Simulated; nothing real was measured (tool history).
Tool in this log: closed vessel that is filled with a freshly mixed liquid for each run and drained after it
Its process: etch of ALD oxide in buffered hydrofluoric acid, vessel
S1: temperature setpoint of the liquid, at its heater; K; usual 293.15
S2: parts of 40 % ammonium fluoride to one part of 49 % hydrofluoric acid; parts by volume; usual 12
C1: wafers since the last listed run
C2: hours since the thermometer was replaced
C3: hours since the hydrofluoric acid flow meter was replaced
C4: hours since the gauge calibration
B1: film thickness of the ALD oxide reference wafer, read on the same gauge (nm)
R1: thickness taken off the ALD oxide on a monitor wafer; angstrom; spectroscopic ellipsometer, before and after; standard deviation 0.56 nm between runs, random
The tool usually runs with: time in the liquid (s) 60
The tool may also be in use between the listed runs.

Run 1, hour 0: usual settings but S1 291.65 K; C1 0; C2 59.2; C3 380.9; C4 984.3; B1 119.98. Result: R1 645.5 angstrom.
Run 2, hour 92.2: usual settings but S1 291.65 K; C1 8059; C2 151.4; C3 473.1; C4 1076.5; B1 119.99. Result: R1 641.8 angstrom.
Run 3, hour 139.6: usual settings but S1 291.65 K; C1 4143; C2 198.8; C3 520.5; C4 1123.9; B1 120.01. Result: R1 647.5 angstrom.
Run 4, hour 219.1: usual settings; C1 6949; C2 278.3; C3 600; C4 1203.4; B1 120.01. Result: R1 699.3 angstrom.
Run 5, hour 269.1: usual settings; C1 4370; C2 328.3; C3 650; C4 1253.4; B1 120. Result: R1 704.6 angstrom.
Run 6, hour 317.7: usual settings; C1 4248; C2 376.9; C3 698.6; C4 1302; B1 119.99. Result: R1 716.9 angstrom.
Run 7, hour 387.7: usual settings; C1 6119; C2 446.9; C3 768.6; C4 1372; B1 120. Result: R1 715.6 angstrom.
Run 8, hour 424.7: usual settings; C1 3234; C2 483.9; C3 805.6; C4 1409; B1 120.01. Result: R1 711.4 angstrom.
Run 9, hour 483.3: usual settings; C1 5122; C2 542.5; C3 864.2; C4 1467.6; B1 120. Result: R1 714.2 angstrom.
Run 10, hour 582.2: usual settings; C1 8645; C2 641.4; C3 963.1; C4 1566.5; B1 119.99. Result: R1 708.1 angstrom.
Run 11, hour 625.3: usual settings; C1 3767; C2 684.5; C3 1006.2; C4 1609.6; B1 119.99. Result: R1 717 angstrom.
Run 12, hour 714.7: usual settings but time in the liquid (s) 75; C1 7814; C2 773.9; C3 1095.6; C4 1699; B1 119.98. Result: R1 910.9 angstrom.
Run 13, hour 785.3: usual settings but time in the liquid (s) 75; C1 6171; C2 844.5; C3 1166.2; C4 1769.6; B1 120.01. Result: R1 905.6 angstrom.
Run 14, hour 877: usual settings; C1 8015; C2 936.2; C3 1257.9; C4 1861.3; B1 120. Result: R1 719.7 angstrom.
At hour 984.3: thermometer replaced.
Run 15, hour 984.8: usual settings; C1 9335; C2 0.5; C3 1365.7; C4 1969.1; B1 120. Result: R1 716.4 angstrom.
Run 16, hour 1077.2: usual settings; C1 8077; C2 92.9; C3 1458.1; C4 2061.5; B1 120.01. Result: R1 728.7 angstrom.
Run 17, hour 1139.6: usual settings but S2 15.5 parts by volume, time in the liquid (s) 75; C1 5454; C2 155.3; C3 1520.5; C4 2123.9; B1 119.99. Result: R1 704.6 angstrom.
Run 18, hour 1201.7: usual settings but S1 297.65 K, S2 7 parts by volume, time in the liquid (s) 40; C1 5428; C2 217.4; C3 1582.6; C4 2186; B1 120.01. Result: R1 1047.5 angstrom.
Run 19, hour 1248.1: usual settings; C1 4056; C2 263.8; C3 1629; C4 2232.4; B1 119.98. Result: R1 725.2 angstrom.
Run 20, hour 1316.1: usual settings but S1 291.15 K, time in the liquid (s) 50; C1 5944; C2 331.8; C3 1697; C4 2300.4; B1 120. Result: R1 548.6 angstrom.
Run 21, hour 1470.1: usual settings but S2 13.5 parts by volume; C1 13461; C2 485.8; C3 1851; C4 2454.4; B1 120. Result: R1 662.7 angstrom.
Run 22, hour 1561.5: usual settings but S2 15 parts by volume; C1 7989; C2 577.2; C3 1942.4; C4 2545.8; B1 120. Result: R1 591 angstrom.
Run 23, hour 1643.6: usual settings but S1 290.15 K, S2 10.5 parts by volume, time in the liquid (s) 80; C1 7176; C2 659.3; C3 2024.5; C4 2627.9; B1 120. Result: R1 944.3 angstrom.
Run 24, hour 1682: usual settings but S1 296.65 K, time in the liquid (s) 75; C1 3356; C2 697.7; C3 2062.9; C4 2666.3; B1 120.01. Result: R1 1154.5 angstrom.
At hour 1689: hydrofluoric acid flow meter replaced.
Run 25, hour 1777.2: usual settings but S1 290.15 K, S2 14.5 parts by volume; C1 8234; C2 792.9; C3 88.2; C4 2761.5; B1 120.02. Result: R1 482.9 angstrom.
Run 26, hour 1819: usual settings but S1 290.65 K, time in the liquid (s) 40; C1 3653; C2 834.7; C3 130; C4 2803.3; B1 120.01. Result: R1 401.8 angstrom.
At hour 1837.2: gauge calibrated.
Run 27, hour 1911.3: usual settings but time in the liquid (s) 80; C1 8068; C2 927; C3 222.3; C4 74.1; B1 120.01. Result: R1 921.3 angstrom.
Run 28, hour 2011.2: usual settings but S1 291.15 K, S2 7.5 parts by volume; C1 8732; C2 1026.9; C3 322.2; C4 174; B1 120. Result: R1 971.3 angstrom.
Run 29, hour 2077.4: usual settings but S1 290.65 K, S2 10 parts by volume, time in the liquid (s) 40; C1 5786; C2 1093.1; C3 388.4; C4 240.2; B1 120. Result: R1 477.7 angstrom.
Run 30, hour 2116.9: usual settings but time in the liquid (s) 30; C1 3452; C2 1132.6; C3 427.9; C4 279.7; B1 120.01. Result: R1 351.5 angstrom.
Run 31, hour 2223.8: usual settings but time in the liquid (s) 80; C1 9344; C2 1239.5; C3 534.8; C4 386.6; B1 120. Result: R1 932.9 angstrom.
At hour 2270.5: thermometer replaced.
Run 32, hour 2276.2: usual settings but S1 297.65 K, S2 9 parts by volume, time in the liquid (s) 85; C1 4493; C2 5.7; C3 587.2; C4 439; B1 120. Result: R1 1618.4 angstrom.
Run 33, hour 2347.7: usual settings but S1 291.15 K, S2 7.5 parts by volume; C1 6250; C2 77.2; C3 658.7; C4 510.5; B1 120. Result: R1 986.5 angstrom.
Run 34, hour 2400.5: usual settings but S2 13.5 parts by volume; C1 4615; C2 130; C3 711.5; C4 563.3; B1 120. Result: R1 626.7 angstrom.
Run 35, hour 2455.6: usual settings but S1 294.65 K, S2 16.5 parts by volume, time in the liquid (s) 40; C1 4816; C2 185.1; C3 766.6; C4 618.4; B1 120. Result: R1 374.1 angstrom.

Below, each run's measurement less what the same run would have read without the hidden state. Both values contain the same run-to-run variation, but the gauge's scatter may not be the same in both:
The tool's hidden condition here consists of: liquid hotter than its thermometer reads (K); hydrofluoric acid flow above the setpoint (%); gauge reads high (%).
run     R1
  1  +15.4
  2  +17.6
  3    +19
  4  +22.8
  5  +24.2
  6    +26
  7    +28
  8  +28.8
  9  +30.5
 10  +32.9
 11  +34.5
 12  +46.9
 13    +49
 14  +41.4
 15    +44
 16  +47.2
 17  +47.5
 18  +64.7
 19  +51.5
 20  +40.3
 21  +52.4
 22  +48.8
 23  +67.5
 24  +99.6
 25   +2.1
 26   +2.5
 27   +9.3
 28  +15.2
 29   +5.2
 30   +6.4
 31    +21
 32  +44.3
 33    +30
 34  +18.6
 35    +12
